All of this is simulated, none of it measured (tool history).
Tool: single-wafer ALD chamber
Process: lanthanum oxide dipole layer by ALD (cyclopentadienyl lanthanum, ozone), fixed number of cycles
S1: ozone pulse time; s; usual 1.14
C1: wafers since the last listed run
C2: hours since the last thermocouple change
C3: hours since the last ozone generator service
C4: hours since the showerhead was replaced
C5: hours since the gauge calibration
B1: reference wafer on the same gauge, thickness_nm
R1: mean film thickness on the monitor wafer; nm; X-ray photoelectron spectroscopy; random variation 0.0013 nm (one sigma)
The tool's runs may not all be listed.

Run 1, hour 0.0: usual settings; C1 0; C2 843.0; C3 335.6; C4 6816.8; C5 246.8; B1 0.423. Result: R1 0.516 nm.
Run 2, hour 10.7: usual settings but S1 0.88 s; C1 299; C2 853.7; C3 346.3; C4 6827.5; C5 257.5; B1 0.423. Result: R1 0.470 nm.
Run 3, hour 25.3: usual settings but S1 1.39 s; C1 407; C2 868.3; C3 360.9; C4 6842.1; C5 272.1; B1 0.423. Result: R1 0.540 nm.
Run 4, hour 34.8: usual settings but S1 1.39 s; C1 265; C2 877.8; C3 370.4; C4 6851.6; C5 281.6; B1 0.423. Result: R1 0.543 nm.
Run 5, hour 56.4: usual settings but S1 1.39 s; C1 603; C2 899.4; C3 392.0; C4 6873.2; C5 303.2; B1 0.423. Result: R1 0.540 nm.
Run 6, hour 70.5: usual settings but S1 1.40 s; C1 394; C2 913.5; C3 406.1; C4 6887.3; C5 317.3; B1 0.423. Result: R1 0.543 nm.
Run 7, hour 102.7: usual settings but S1 1.40 s; C1 899; C2 945.7; C3 438.3; C4 6919.5; C5 349.5; B1 0.423. Result: R1 0.541 nm.
Run 8, hour 110.3: usual settings but S1 1.40 s; C1 212; C2 953.3; C3 445.9; C4 6927.1; C5 357.1; B1 0.423. Result: R1 0.539 nm.
Run 9, hour 127.5: usual settings but S1 0.78 s; C1 480; C2 970.5; C3 463.1; C4 6944.3; C5 374.3; B1 0.423. Result: R1 0.436 nm.
Run 10, hour 137.6: usual settings; C1 282; C2 980.6; C3 473.2; C4 6954.4; C5 384.4; B1 0.423. Result: R1 0.510 nm.
At hour 146.9: gauge calibrated.
At hour 157.7: thermocouple changed; heater temperature recalibrated.
Run 11, hour 158.2: usual settings; C1 352; C2 0.5; C3 493.8; C4 6975.0; C5 11.3; B1 0.423. Result: R1 0.508 nm.
Run 12, hour 168.7: usual settings; C1 293; C2 11.0; C3 504.3; C4 6985.5; C5 21.8; B1 0.423. Result: R1 0.505 nm.
Run 13, hour 181.6: usual settings; C1 360; C2 23.9; C3 517.2; C4 6998.4; C5 34.7; B1 0.423. Result: R1 0.507 nm.
Run 14, hour 198.8: usual settings; C1 480; C2 41.1; C3 534.4; C4 7015.6; C5 51.9; B1 0.423. Result: R1 0.503 nm.
Run 15, hour 205.5: usual settings but S1 1.55 s; C1 187; C2 47.8; C3 541.1; C4 7022.3; C5 58.6; B1 0.423. Result: R1 0.546 nm.
Run 16, hour 211.6: usual settings; C1 170; C2 53.9; C3 547.2; C4 7028.4; C5 64.7; B1 0.423. Result: R1 0.502 nm.
At hour 234.6: showerhead replaced.
Run 17, hour 235.1: usual settings; C1 433; C2 77.4; C3 570.7; C4 0.5; C5 88.2; B1 0.423. Result: R1 0.497 nm.
Run 18, hour 237.8: usual settings but S1 0.96 s; C1 75; C2 80.1; C3 573.4; C4 3.2; C5 90.9; B1 0.423. Result: R1 0.469 nm.
Run 19, hour 248.8: usual settings but S1 1.54 s; C1 307; C2 91.1; C3 584.4; C4 14.2; C5 101.9; B1 0.423. Result: R1 0.543 nm.
At hour 258.3: ozone generator serviced.
Run 20, hour 258.8: usual settings but S1 0.71 s; C1 55; C2 101.1; C3 0.5; C4 24.2; C5 111.9; B1 0.423. Result: R1 0.433 nm.
Run 21, hour 270.2: usual settings but S1 0.76 s; C1 318; C2 112.5; C3 11.9; C4 35.6; C5 123.3; B1 0.423. Result: R1 0.447 nm.
Run 22, hour 282.0: usual settings but S1 0.91 s; C1 329; C2 124.3; C3 23.7; C4 47.4; C5 135.1; B1 0.423. Result: R1 0.485 nm.
Run 23, hour 296.1: usual settings but S1 0.99 s; C1 394; C2 138.4; C3 37.8; C4 61.5; C5 149.2; B1 0.423. Result: R1 0.500 nm.
Run 24, hour 311.2: usual settings but S1 1.34 s; C1 421; C2 153.5; C3 52.9; C4 76.6; C5 164.3; B1 0.423. Result: R1 0.545 nm.
Run 25, hour 321.9: usual settings but S1 0.69 s; C1 299; C2 164.2; C3 63.6; C4 87.3; C5 175.0; B1 0.423. Result: R1 0.427 nm.
Run 26, hour 335.4: usual settings but S1 1.37 s; C1 377; C2 177.7; C3 77.1; C4 100.8; C5 188.5; B1 0.423. Result: R1 0.546 nm.

3 ways to go on from here, each from the tool as it stands after run 26. What would each give?
Run A, hour 335.8: usual settings but S1 0.93 s; C1 11; C2 178.1; C3 77.5; C4 101.2; C5 188.9; B1 ?. Result: R1 ?.
Run B, hour 335.8: usual settings but S1 0.85 s; C1 11; C2 178.1; C3 77.5; C4 101.2; C5 188.9; B1 ?. Result: R1 ?.
Run C, hour 335.8: usual settings but S1 1.49 s; C1 11; C2 178.1; C3 77.5; C4 101.2; C5 188.9; B1 ?. Result: R1 ?.

run     B1     R1
  A  0.423  0.485
  B  0.423  0.468
  C  0.423  0.551
Without the tool's hidden state the same runs would have given:
run     R1
  A  0.489
  B  0.472
  C  0.553
